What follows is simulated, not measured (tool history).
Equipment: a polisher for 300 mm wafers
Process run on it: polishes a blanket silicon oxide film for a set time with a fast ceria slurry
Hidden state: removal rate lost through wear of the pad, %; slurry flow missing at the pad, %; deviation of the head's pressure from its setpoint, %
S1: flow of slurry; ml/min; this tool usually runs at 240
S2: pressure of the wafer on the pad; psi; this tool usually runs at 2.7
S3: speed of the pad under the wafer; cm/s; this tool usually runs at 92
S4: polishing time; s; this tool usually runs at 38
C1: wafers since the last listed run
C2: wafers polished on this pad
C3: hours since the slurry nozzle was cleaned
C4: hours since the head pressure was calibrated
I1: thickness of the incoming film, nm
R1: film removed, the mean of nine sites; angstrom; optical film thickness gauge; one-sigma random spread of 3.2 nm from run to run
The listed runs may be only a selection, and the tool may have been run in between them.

run	hour	S1	S2	S3	S4	C1	C2	C3	C4	I1	R1
1	0	240	2.7	92	38	0	1065	116	1023.5	3669.9	4279
2	12.6	240	2.7	92	38	93	1159	128.6	1036.1	3711.4	4273
3	41.1	240	2.7	82	38	212	1371	157.1	1064.6	3703.8	3776
4	63.7	275	2.7	92	38	168	1540	179.7	1087.2	3736.8	4293
# hour 89.1: worn pad replaced by a new one
5	97.9	275	2.7	92	38	225	65	213.9	1121.4	3752.7	4436
6	118.2	275	2.7	92	38	151	216	234.2	1141.7	3699.5	4464
7	143.5	240	2.7	92	38	188	405	259.5	1167	3696.1	4383
8	225.2	215	2.7	92	38	609	1014	341.2	1248.7	3692.3	4170
# hour 249.7: slurry nozzle cleaned
9	251.9	215	2.7	92	38	191	1206	2.2	1275.4	3743.8	4169
# hour 280: head pressure recalibrated
10	284.1	240	2.7	92	38	225	1431	34.4	4.1	3737.2	4233
11	306.3	240	3	92	38	165	1596	56.6	26.3	3777.8	4538
12	321.2	240	3	92	38	111	1707	71.5	41.2	3690.9	4481
# hour 333.3: worn pad replaced by a new one
13	339.7	240	3	92	38	108	47	90	59.7	3752.5	4765
14	368.2	240	2.7	92	29	212	260	118.5	88.2	3738.2	3362
15	385.7	240	2.7	92	29	130	390	136	105.7	3682.3	3362
16	437	180	2.7	92	28	382	772	187.3	157	3737.2	3133
17	458.6	240	3	74	34	161	934	208.9	178.6	3651.1	3295
18	490.8	240	2.7	92	38	240	1174	241.1	210.8	3726.5	4231
19	506.1	300	3.3	106	46	114	1288	256.4	226.1	3726.9	7029
20	537.4	240	2.7	92	38	233	1521	287.7	257.4	3786.9	4178
# hour 570.7: worn pad replaced by a new one
21	571.2	200	1.9	116	47	222	3	321.5	291.2	3721.7	5428
22	595.8	240	2.7	114	38	183	187	346.1	315.8	3797.3	5475
23	616.9	290	3.5	74	38	157	344	367.2	336.9	3664.3	4350
# hour 638: slurry nozzle cleaned
24	645.1	180	3.5	64	38	202	547	7.1	365.1	3710.4	3587
25	679.1	270	2	106	33	253	800	41.1	399.1	3750.7	3639
26	701.5	240	2.7	78	38	166	967	63.5	421.5	3736	3718
27	730.5	170	2.2	74	27	216	1183	92.5	450.5	3684	2087
28	752.4	240	2.7	92	45	163	1346	114.4	472.4	3705.6	4989
# hour 777.8: worn pad replaced by a new one
29	787.4	240	2.2	122	38	231	71	149.4	507.4	3743.9	5176
30	808.1	240	2	92	38	154	225	170.1	528.1	3657.5	3561
31	840.5	240	2.7	92	50	241	467	202.5	560.5	3730.2	5788
32	866.1	240	1.8	80	38	190	658	228.1	586.1	3746.8	2952
33	885.5	175	2.7	92	38	144	802	247.5	605.5	3680.7	4227
34	920.6	240	2.1	104	33	261	1064	282.6	640.6	3768	3606
35	945.7	240	2.7	92	38	187	1251	307.7	665.7	3700.4	4205
36	971.6	275	2	64	31	193	1444	333.6	691.6	3740.8	2012
37	995.5	240	2.7	92	44	178	1622	357.5	715.5	3752.9	4886
# hour 999.9: worn pad replaced by a new one
38	1019.5	240	2.7	92	38	149	146	381.5	739.5	3701.8	4386

Per-run results on a tool with no hidden state, each run keeping its own random variation:
run	R1
1	4431
2	4438
3	3949
4	4514
5	4487
6	4537
7	4482
8	4349
9	4376
10	4479
11	4828
12	4786
13	4798
14	3409
15	3422
16	3228
17	3414
18	4417
19	7366
20	4413
21	5438
22	5517
23	4404
24	3656
25	3740
26	3841
27	2172
28	5219
29	5232
30	3618
31	5925
32	3041
33	4375
34	3764
35	4416
36	2126
37	5195
38	4435

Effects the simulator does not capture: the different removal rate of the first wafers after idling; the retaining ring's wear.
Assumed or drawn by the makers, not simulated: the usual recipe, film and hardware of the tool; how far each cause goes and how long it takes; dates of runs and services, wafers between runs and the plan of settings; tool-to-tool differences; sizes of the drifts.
